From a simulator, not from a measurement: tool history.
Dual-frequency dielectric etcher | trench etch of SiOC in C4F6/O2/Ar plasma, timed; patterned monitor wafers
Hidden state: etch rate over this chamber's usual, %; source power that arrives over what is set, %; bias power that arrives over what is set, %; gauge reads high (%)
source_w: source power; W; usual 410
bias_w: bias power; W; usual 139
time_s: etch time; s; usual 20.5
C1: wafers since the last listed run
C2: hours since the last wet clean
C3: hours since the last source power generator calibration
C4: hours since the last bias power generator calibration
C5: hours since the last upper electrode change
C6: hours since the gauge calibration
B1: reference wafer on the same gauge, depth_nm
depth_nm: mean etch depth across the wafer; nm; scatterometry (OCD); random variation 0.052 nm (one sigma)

run 1 hour=0 | source_w=410 bias_w=139 time_s=20.5 | C1=0 C2=249.8 C3=1544.8 C4=1557.4 C5=2295.3 C6=230.6 | B1=31.3 | depth_nm=34.18
run 2 hour=16.3 | source_w=410 bias_w=139 time_s=20.5 | C1=180 C2=266.1 C3=1561.1 C4=1573.7 C5=2311.6 C6=246.9 | B1=31.29 | depth_nm=34.11
run 3 hour=34.1 | source_w=340 bias_w=139 time_s=20.5 | C1=196 C2=283.9 C3=1578.9 C4=1591.5 C5=2329.4 C6=264.7 | B1=31.27 | depth_nm=31.83
run 4 hour=47.3 | source_w=410 bias_w=127 time_s=20.5 | C1=145 C2=297.1 C3=1592.1 C4=1604.7 C5=2342.6 C6=277.9 | B1=31.3 | depth_nm=33.06
run 5 hour=59.3 | source_w=410 bias_w=148 time_s=20.5 | C1=132 C2=309.1 C3=1604.1 C4=1616.7 C5=2354.6 C6=289.9 | B1=31.3 | depth_nm=34.82
run 6 hour=70.7 | source_w=410 bias_w=148 time_s=20.5 | C1=126 C2=320.5 C3=1615.5 C4=1628.1 C5=2366 C6=301.3 | B1=31.29 | depth_nm=34.93
run 7 hour=84.2 | source_w=410 bias_w=139 time_s=20.5 | C1=149 C2=334 C3=1629 C4=1641.6 C5=2379.5 C6=314.8 | B1=31.29 | depth_nm=33.93
run 8 hour=98.7 | source_w=410 bias_w=139 time_s=20.5 | C1=160 C2=348.5 C3=1643.5 C4=1656.1 C5=2394 C6=329.3 | B1=31.3 | depth_nm=34.04
run 9 hour=105.8 | source_w=410 bias_w=139 time_s=20.5 | C1=78 C2=355.6 C3=1650.6 C4=1663.2 C5=2401.1 C6=336.4 | B1=31.32 | depth_nm=33.99
run 10 hour=118.2 | source_w=410 bias_w=139 time_s=20.5 | C1=137 C2=368 C3=1663 C4=1675.6 C5=2413.5 C6=348.8 | B1=31.3 | depth_nm=34
-- hour=143.9 upper electrode replaced
run 11 hour=144.4 | source_w=410 bias_w=139 time_s=20.5 | C1=24 C2=394.2 C3=1689.2 C4=1701.8 C5=0.5 C6=375 | B1=31.3 | depth_nm=33.96
run 12 hour=146.6 | source_w=410 bias_w=139 time_s=20.5 | C1=24 C2=396.4 C3=1691.4 C4=1704 C5=2.7 C6=377.2 | B1=31.29 | depth_nm=33.91
run 13 hour=159.5 | source_w=410 bias_w=139 time_s=20.5 | C1=142 C2=409.3 C3=1704.3 C4=1716.9 C5=15.6 C6=390.1 | B1=31.28 | depth_nm=34.04
run 14 hour=175.7 | source_w=410 bias_w=158 time_s=23.5 | C1=179 C2=425.5 C3=1720.5 C4=1733.1 C5=31.8 C6=406.3 | B1=31.27 | depth_nm=40.79
run 15 hour=184.9 | source_w=500 bias_w=129 time_s=17 | C1=101 C2=434.7 C3=1729.7 C4=1742.3 C5=41 C6=415.5 | B1=31.3 | depth_nm=29.49
-- hour=191 source power generator calibrated
run 16 hour=199.3 | source_w=410 bias_w=139 time_s=20.5 | C1=114 C2=449.1 C3=8.3 C4=1756.7 C5=55.4 C6=429.9 | B1=31.32 | depth_nm=33.88
-- hour=210.9 gauge calibrated
-- hour=231.6 wet clean of the chamber
run 17 hour=247.1 | source_w=370 bias_w=112 time_s=16 | C1=263 C2=15.5 C3=56.1 C4=1804.5 C5=103.2 C6=36.2 | B1=31.29 | depth_nm=23.98
-- hour=256.2 bias power generator calibrated
run 18 hour=257.9 | source_w=460 bias_w=152 time_s=20.5 | C1=75 C2=26.3 C3=66.9 C4=1.7 C5=114 C6=47 | B1=31.3 | depth_nm=37.04
run 19 hour=301.1 | source_w=320 bias_w=122 time_s=15.5 | C1=477 C2=69.5 C3=110.1 C4=44.9 C5=157.2 C6=90.2 | B1=31.29 | depth_nm=22.59
run 20 hour=316.8 | source_w=410 bias_w=139 time_s=20.5 | C1=173 C2=85.2 C3=125.8 C4=60.6 C5=172.9 C6=105.9 | B1=31.3 | depth_nm=34.33
run 21 hour=329.2 | source_w=350 bias_w=116 time_s=23 | C1=137 C2=97.6 C3=138.2 C4=73 C5=185.3 C6=118.3 | B1=31.32 | depth_nm=34.16
run 22 hour=340.7 | source_w=490 bias_w=123 time_s=20.5 | C1=127 C2=109.1 C3=149.7 C4=84.5 C5=196.8 C6=129.8 | B1=31.29 | depth_nm=35.15
run 23 hour=357.3 | source_w=410 bias_w=150 time_s=25.5 | C1=183 C2=125.7 C3=166.3 C4=101.1 C5=213.4 C6=146.4 | B1=31.3 | depth_nm=43.79
run 24 hour=372.8 | source_w=460 bias_w=112 time_s=15.5 | C1=171 C2=141.2 C3=181.8 C4=116.6 C5=228.9 C6=161.9 | B1=31.3 | depth_nm=25.12
run 25 hour=390.3 | source_w=410 bias_w=148 time_s=20.5 | C1=193 C2=158.7 C3=199.3 C4=134.1 C5=246.4 C6=179.4 | B1=31.3 | depth_nm=35.03
run 26 hour=400.2 | source_w=480 bias_w=148 time_s=18.5 | C1=109 C2=168.6 C3=209.2 C4=144 C5=256.3 C6=189.3 | B1=31.3 | depth_nm=33.41

5 ways to go on from here, each from the tool as it stands after run 26. What would each give?
run A hour=400.6 | source_w=410 bias_w=139 time_s=20.5 | C1=4 C2=169 C3=209.6 C4=144.4 C5=256.7 C6=189.7 | B1=? | depth_nm=?
run B hour=400.6 | source_w=410 bias_w=167 time_s=20.5 | C1=4 C2=169 C3=209.6 C4=144.4 C5=256.7 C6=189.7 | B1=? | depth_nm=?
run C hour=400.6 | source_w=450 bias_w=139 time_s=20.5 | C1=4 C2=169 C3=209.6 C4=144.4 C5=256.7 C6=189.7 | B1=? | depth_nm=?
run D hour=400.6 | source_w=470 bias_w=172 time_s=15 | C1=4 C2=169 C3=209.6 C4=144.4 C5=256.7 C6=189.7 | B1=? | depth_nm=?
run E hour=400.6 | source_w=340 bias_w=127 time_s=22.5 | C1=4 C2=169 C3=209.6 C4=144.4 C5=256.7 C6=189.7 | B1=? | depth_nm=?

run=A B1=31.28 depth_nm=34.19
run=B B1=31.28 depth_nm=36.47
run=C B1=31.28 depth_nm=35.4
run=D B1=31.28 depth_nm=28.35
run=E B1=31.28 depth_nm=33.94
Without the tool's hidden state the same runs would have given:
run=A depth_nm=34.39
run=B depth_nm=36.68
run=C depth_nm=35.6
run=D depth_nm=28.52
run=E depth_nm=34.14

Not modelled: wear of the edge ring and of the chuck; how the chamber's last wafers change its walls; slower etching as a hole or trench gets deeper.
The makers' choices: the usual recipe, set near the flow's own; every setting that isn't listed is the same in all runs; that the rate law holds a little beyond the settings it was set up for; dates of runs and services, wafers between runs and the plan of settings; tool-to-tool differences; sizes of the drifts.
